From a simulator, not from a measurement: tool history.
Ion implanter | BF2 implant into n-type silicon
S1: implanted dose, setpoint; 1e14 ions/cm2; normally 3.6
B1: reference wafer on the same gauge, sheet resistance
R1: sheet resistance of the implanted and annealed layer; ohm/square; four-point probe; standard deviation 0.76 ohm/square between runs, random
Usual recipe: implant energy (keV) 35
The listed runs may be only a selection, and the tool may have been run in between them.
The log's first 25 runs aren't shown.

{"day": 80.138, "done": "extraction supply calibrated"}
{"run": 26, "day": 81.267, "S1": 2.59, "implant energy (keV)": 24.5, "B1": 241.88, "R1": 399.92}
{"run": 27, "day": 83.488, "S1": 4.4, "implant energy (keV)": 23, "B1": 241.9, "R1": 263.41}
{"run": 28, "day": 85.083, "S1": 4.51, "implant energy (keV)": 23.5, "B1": 242.09, "R1": 257.61}
{"run": 29, "day": 86.738, "S1": 3.6, "implant energy (keV)": 40, "B1": 242.18, "R1": 290.66}
{"run": 30, "day": 91.017, "S1": 3.6, "implant energy (keV)": 35, "B1": 242.06, "R1": 294.34}
{"run": 31, "day": 95.271, "S1": 4.67, "implant energy (keV)": 31.5, "B1": 241.88, "R1": 239.17}
{"run": 32, "day": 98.433, "S1": 3.97, "implant energy (keV)": 46, "B1": 241.98, "R1": 263.88}
{"run": 33, "day": 102.158, "S1": 2.82, "implant energy (keV)": 31.5, "B1": 242.02, "R1": 367.25}
{"run": 34, "day": 104.479, "S1": 3.6, "implant energy (keV)": 35, "B1": 241.86, "R1": 296.64}
{"run": 35, "day": 105.979, "S1": 4.36, "implant energy (keV)": 25, "B1": 242.11, "R1": 263.89}
{"run": 36, "day": 110.025, "S1": 3.6, "implant energy (keV)": 35, "B1": 242.01, "R1": 296.73}

5 options for the next run, each taken on its own from the tool as it stands now. Forecast them:
{"run": "A", "day": 110.042, "S1": 3.6, "implant energy (keV)": 46, "B1": "?", "R1": "?"}
{"run": "B", "day": 110.042, "S1": 3.6, "implant energy (keV)": 43.5, "B1": "?", "R1": "?"}
{"run": "C", "day": 110.042, "S1": 3.6, "implant energy (keV)": 47, "B1": "?", "R1": "?"}
{"run": "D", "day": 110.042, "S1": 4.42, "implant energy (keV)": 32, "B1": "?", "R1": "?"}
{"run": "E", "day": 110.042, "S1": 2.67, "implant energy (keV)": 38, "B1": "?", "R1": "?"}

run=A B1=242.01 R1=290.87
run=B B1=242.01 R1=292.4
run=C B1=242.01 R1=290.26
run=D B1=242.01 R1=251.96
run=E B1=242.01 R1=383.55
What these runs would have given with no unlogged condition in the tool:
run=A R1=287.09
run=B R1=288.6
run=C R1=286.5
run=D R1=248.9
run=E R1=378.88
